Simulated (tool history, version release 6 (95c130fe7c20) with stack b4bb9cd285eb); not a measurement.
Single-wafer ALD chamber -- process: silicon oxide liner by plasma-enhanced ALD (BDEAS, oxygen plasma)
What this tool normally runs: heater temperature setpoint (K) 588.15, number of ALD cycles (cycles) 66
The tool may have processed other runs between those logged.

run	day	heater temperature setpoint (K)	number of ALD cycles (cycles)	wafers since the last listed run	hours since the last thermocouple change	hours since the gauge calibration	read-back reference wafer on the same gauge, thickness_nm	mean film thickness on the monitor wafer (Å)
1	0	588.15	66	0	1536.7	2371.7	7.135	59.53
# day 2.579: thermocouple changed; heater temperature recalibrated
2	3.7	588.15	66	537	26.9	2460.5	7.127	59.23
3	5.725	588.15	66	323	75.5	2509.1	7.127	59.7
4	8.808	592.15	63	492	149.5	2583.1	7.135	56.36
5	14.212	588.15	66	862	279.2	2712.8	7.139	59.81
6	18.1	595.15	66	620	372.5	2806.1	7.13	58.84
7	22.217	600.15	66	656	471.3	2904.9	7.129	58.59
8	24.404	600.15	66	349	523.8	2957.4	7.126	58.21
9	26.171	596.15	60	281	566.2	2999.8	7.13	53.93
10	30.462	582.15	66	684	669.2	3102.8	7.122	59.68
11	34.079	578.15	76	577	756	3189.6	7.131	69.37
12	36.942	578.15	76	456	824.7	3258.3	7.133	69.14
# day 38.267: gauge calibrated
13	39.267	588.15	66	370	880.5	24	7.123	59.84
14	43.575	588.15	66	687	983.9	127.4	7.136	59.41
15	46.171	588.15	66	414	1046.2	189.7	7.133	59.26
16	48.608	588.15	66	388	1104.7	248.2	7.134	58.74
17	51.179	588.15	66	410	1166.4	309.9	7.133	59.85
18	54.921	588.15	66	597	1256.2	399.7	7.13	59.42
19	59.275	595.15	76	694	1360.7	504.2	7.127	68.33
20	63.012	581.15	72	596	1450.4	593.9	7.132	65.46
21	65.958	602.15	71	470	1521.1	664.6	7.134	62.52
22	67.767	574.15	74	288	1564.5	708	7.139	67.75
23	70.75	582.15	56	476	1636.1	779.6	7.131	51.21
# day 71.742: thermocouple changed; heater temperature recalibrated
24	72.488	597.15	70	224	17.9	821.3	7.134	62.85
25	74.392	588.15	66	303	63.6	867	7.141	59.38
26	78.767	602.15	55	698	168.6	972	7.127	48.35
27	81.821	588.15	66	487	241.9	1045.3	7.131	59.49
28	83.412	577.15	56	253	280.1	1083.5	7.127	51.42
29	85.8	576.15	77	380	337.4	1140.8	7.131	70.19
30	89.054	588.15	66	519	415.5	1218.9	7.123	59.45
31	90.604	588.15	66	247	452.7	1256.1	7.127	59.65
32	93.858	601.15	53	519	530.8	1334.2	7.136	47.02
33	97.008	596.15	70	502	606.4	1409.8	7.132	62.61
34	99.708	583.15	79	430	671.2	1474.6	7.129	71.69
35	102.738	573.15	54	483	743.9	1547.3	7.125	49.36
36	107.2	588.15	66	712	851	1654.4	7.131	59.96
37	110.012	596.15	57	448	918.5	1721.9	7.129	50.42

Consider 4 possible next runs. They are alternatives, not a sequence: every one starts from the tool as it was left by run 37. What does each give?
A	110.033	588.15	66	3	919	1722.4	?	?
B	110.033	582.15	76	3	919	1722.4	?	?
C	110.033	595.15	62	3	919	1722.4	?	?
D	110.033	588.15	71	3	919	1722.4	?	?

run	read-back reference wafer on the same gauge, thickness_nm	mean film thickness on the monitor wafer (Å)
A	7.13	59.54
B	7.13	69.08
C	7.13	55.44
D	7.13	64.05
Without the tool's unlogged condition, the same runs would have read:
run	mean film thickness on the monitor wafer (Å)
A	59.54
B	69.08
C	55.44
D	64.05

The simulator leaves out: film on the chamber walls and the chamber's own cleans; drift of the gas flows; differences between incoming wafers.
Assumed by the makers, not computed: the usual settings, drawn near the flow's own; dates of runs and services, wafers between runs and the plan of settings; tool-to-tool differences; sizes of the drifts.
